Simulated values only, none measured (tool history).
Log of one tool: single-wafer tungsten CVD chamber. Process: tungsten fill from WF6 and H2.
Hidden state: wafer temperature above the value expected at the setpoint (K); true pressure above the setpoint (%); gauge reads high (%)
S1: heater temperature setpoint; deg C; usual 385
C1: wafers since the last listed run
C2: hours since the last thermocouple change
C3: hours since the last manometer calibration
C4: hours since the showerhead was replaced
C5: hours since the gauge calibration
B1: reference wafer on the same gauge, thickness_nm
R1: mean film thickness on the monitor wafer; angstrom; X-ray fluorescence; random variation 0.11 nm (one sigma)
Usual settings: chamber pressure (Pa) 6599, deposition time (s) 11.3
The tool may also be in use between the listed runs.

{"run": 1, "hour": 0.0, "S1": 385, "chamber pressure (Pa)": 6599, "deposition time (s)": 11.3, "C1": 0, "C2": 1667.3, "C3": 380.1, "C4": 2864.1, "C5": 631.3, "B1": 31.907, "R1": 279.85}
{"run": 2, "hour": 55.3, "S1": 385, "chamber pressure (Pa)": 6599, "deposition time (s)": 11.3, "C1": 1028, "C2": 1722.6, "C3": 435.4, "C4": 2919.4, "C5": 686.6, "B1": 31.955, "R1": 277.96}
{"run": 3, "hour": 129.2, "S1": 385, "chamber pressure (Pa)": 6599, "deposition time (s)": 11.3, "C1": 1374, "C2": 1796.5, "C3": 509.3, "C4": 2993.3, "C5": 760.5, "B1": 31.907, "R1": 276.71}
{"run": 4, "hour": 185.3, "S1": 385, "chamber pressure (Pa)": 6599, "deposition time (s)": 12.4, "C1": 1043, "C2": 1852.6, "C3": 565.4, "C4": 3049.4, "C5": 816.6, "B1": 31.934, "R1": 303.66}
{"run": 5, "hour": 262.5, "S1": 385, "chamber pressure (Pa)": 6599, "deposition time (s)": 12.4, "C1": 1435, "C2": 1929.8, "C3": 642.6, "C4": 3126.6, "C5": 893.8, "B1": 31.911, "R1": 305.79}
{"run": 6, "hour": 339.2, "S1": 385, "chamber pressure (Pa)": 6599, "deposition time (s)": 12.4, "C1": 1426, "C2": 2006.5, "C3": 719.3, "C4": 3203.3, "C5": 970.5, "B1": 31.925, "R1": 304.01}
{"run": 7, "hour": 434.7, "S1": 385, "chamber pressure (Pa)": 6599, "deposition time (s)": 11.3, "C1": 1775, "C2": 2102.0, "C3": 814.8, "C4": 3298.8, "C5": 1066.0, "B1": 31.951, "R1": 277.58}
{"run": 8, "hour": 477.3, "S1": 385, "chamber pressure (Pa)": 6599, "deposition time (s)": 11.3, "C1": 792, "C2": 2144.6, "C3": 857.4, "C4": 3341.4, "C5": 1108.6, "B1": 31.871, "R1": 276.38}
{"run": 9, "hour": 582.3, "S1": 385, "chamber pressure (Pa)": 6599, "deposition time (s)": 11.3, "C1": 1952, "C2": 2249.6, "C3": 962.4, "C4": 3446.4, "C5": 1213.6, "B1": 31.959, "R1": 276.85}
{"hour": 640.1, "done": "thermocouple changed; heater temperature recalibrated"}
{"run": 10, "hour": 651.2, "S1": 385, "chamber pressure (Pa)": 6599, "deposition time (s)": 11.3, "C1": 1132, "C2": 11.1, "C3": 1031.3, "C4": 3515.3, "C5": 1282.5, "B1": 31.889, "R1": 290.18}
{"run": 11, "hour": 750.8, "S1": 395, "chamber pressure (Pa)": 8066, "deposition time (s)": 10.5, "C1": 1852, "C2": 110.7, "C3": 1130.9, "C4": 3614.9, "C5": 1382.1, "B1": 31.887, "R1": 345.84}
{"run": 12, "hour": 827.8, "S1": 385, "chamber pressure (Pa)": 6599, "deposition time (s)": 11.3, "C1": 1431, "C2": 187.7, "C3": 1207.9, "C4": 3691.9, "C5": 1459.1, "B1": 31.911, "R1": 286.82}
{"hour": 844.0, "done": "gauge calibrated"}
{"run": 13, "hour": 901.3, "S1": 385, "chamber pressure (Pa)": 6599, "deposition time (s)": 9.1, "C1": 1366, "C2": 261.2, "C3": 1281.4, "C4": 3765.4, "C5": 57.3, "B1": 31.907, "R1": 230.0}
{"hour": 986.7, "done": "showerhead replaced"}
{"run": 14, "hour": 1000.6, "S1": 385, "chamber pressure (Pa)": 6599, "deposition time (s)": 10.6, "C1": 1697, "C2": 360.5, "C3": 1380.7, "C4": 13.9, "C5": 156.6, "B1": 31.906, "R1": 267.02}
{"hour": 1036.9, "done": "capacitance manometer re-zeroed and calibrated"}
{"run": 15, "hour": 1041.7, "S1": 398, "chamber pressure (Pa)": 7586, "deposition time (s)": 11.3, "C1": 615, "C2": 401.6, "C3": 4.8, "C4": 55.0, "C5": 197.7, "B1": 31.932, "R1": 376.63}
{"run": 16, "hour": 1086.3, "S1": 392, "chamber pressure (Pa)": 7959, "deposition time (s)": 12.1, "C1": 829, "C2": 446.2, "C3": 49.4, "C4": 99.6, "C5": 242.3, "B1": 31.898, "R1": 372.08}
{"run": 17, "hour": 1150.7, "S1": 393, "chamber pressure (Pa)": 7506, "deposition time (s)": 9.8, "C1": 1197, "C2": 510.6, "C3": 113.8, "C4": 164.0, "C5": 306.7, "B1": 31.962, "R1": 295.92}
{"run": 18, "hour": 1249.9, "S1": 371, "chamber pressure (Pa)": 8066, "deposition time (s)": 13.1, "C1": 1844, "C2": 609.8, "C3": 213.0, "C4": 263.2, "C5": 405.9, "B1": 31.925, "R1": 275.89}
{"run": 19, "hour": 1422.1, "S1": 393, "chamber pressure (Pa)": 7506, "deposition time (s)": 9.8, "C1": 3202, "C2": 782.0, "C3": 385.2, "C4": 435.4, "C5": 578.1, "B1": 31.898, "R1": 295.66}
{"run": 20, "hour": 1499.0, "S1": 385, "chamber pressure (Pa)": 6599, "deposition time (s)": 10.3, "C1": 1430, "C2": 858.9, "C3": 462.1, "C4": 512.3, "C5": 655.0, "B1": 31.939, "R1": 255.59}

What the log doesn't show, run by run:
true pressure above the setpoint (%): 0 in every run
gauge reads high (%): 0 in every run
H1: wafer temperature above the value expected at the setpoint (K)
run=1 H1=-2.83
run=2 H1=-2.86
run=3 H1=-2.89
run=4 H1=-2.91
run=5 H1=-2.94
run=6 H1=-2.97
run=7 H1=-2.99
run=8 H1=-3.01
run=9 H1=-3.03
run=10 H1=-0.429
run=11 H1=-0.799
run=12 H1=-1.06
run=13 H1=-1.28
run=14 H1=-1.55
run=15 H1=-1.65
run=16 H1=-1.75
run=17 H1=-1.89
run=18 H1=-2.09
run=19 H1=-2.37
run=20 H1=-2.48
